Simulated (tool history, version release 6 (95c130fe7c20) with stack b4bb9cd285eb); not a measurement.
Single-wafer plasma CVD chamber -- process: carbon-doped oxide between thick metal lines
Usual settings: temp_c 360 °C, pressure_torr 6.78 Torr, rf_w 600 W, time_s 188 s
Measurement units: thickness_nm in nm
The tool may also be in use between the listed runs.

run    hour  temp_c  pressure_torr  rf_w  time_s  read-back reference wafer on the same gauge, thickness_nm  thickness_nm
  1       0     360           8.07   600     188                                                    894.013      1101.124
  2    50.7     360           8.07   600     188                                                    894.333      1094.825
  3   120.4     360           8.07   600     188                                                    894.296      1097.615
      161.3  -- showerhead replaced
  4   161.8     360           6.78   600     201                                                    895.762      1160.907
  5   188.8     360           6.78   600     201                                                    895.172      1153.089
  6   224.9     360           6.78   600     201                                                    895.663       1163.97
      256.1  -- gauge calibrated
  7   290.8     360           7.38   650     188                                                    856.912      1109.726
  8   325.3     360           6.78   545     167                                                    860.085       862.412
  9   376.8     360           8.37   560     188                                                    864.538      1005.403
 10   417.4     373            5.1   670     188                                                    866.882      1057.555
 11   450.2     354           6.78   600     188                                                    869.575      1069.876
 12   476.5     360           8.24   520     188                                                    870.809       950.179
 13   525.7     360           7.82   600     169                                                     872.95       956.198
 14   586.5     360           6.78   600     188                                                    876.725      1067.627
 15   623.9     360           6.78   600     218                                                     877.59      1225.299
 16   657.9     360           6.78   600     188                                                    878.448      1058.799
 17   694.4     360           8.32   685     188                                                    879.728      1203.273
      722.8  -- capacitance manometer re-zeroed and calibrated
 18   741.1     375           5.37   600     188                                                    879.839       995.363
      809.1  -- RF generator calibrated
 19   809.6     360           6.78   600     188                                                    881.231      1074.193
 20   864.7     360           6.78   600     188                                                    883.798      1064.924
 21   897.4     360           6.78   600     201                                                    883.667      1153.067
 22     925     360           6.78   715     213                                                    884.965       1383.96
 23   979.5     360           6.26   600     188                                                    886.644       1053.69
 24  1027.3     350           6.78   600     188                                                    886.094      1102.428
 25  1063.6     360           6.78   555     178                                                    885.938       951.648
 26  1135.5     360           6.78   700     200                                                    887.581      1281.964
 27  1189.4     360           6.78   600     188                                                     887.08       1067.66
 28  1218.3     360           6.78   600     188                                                    887.886       1068.15

Results per run with the tool's hidden condition removed, run-to-run variation unchanged:
Hidden state at play: wafer temperature above the value expected at the setpoint (K); delivered RF power above the setpoint (%); true pressure above the setpoint (%); gauge reads high (%).
run  thickness_nm
  1      1058.812
  2      1052.313
  3       1054.48
  4      1115.008
  5      1107.336
  6      1117.585
  7      1112.759
  8       861.769
  9      1000.058
 10      1048.608
 11      1058.386
 12       938.381
 13       941.638
 14      1048.206
 15      1201.072
 16      1036.491
 17      1176.406
 18       971.714
 19      1046.755
 20      1036.442
 21      1121.502
 22      1345.398
 23      1023.425
 24      1070.045
 25       923.275
 26      1242.782
 27      1034.527
 28      1034.762
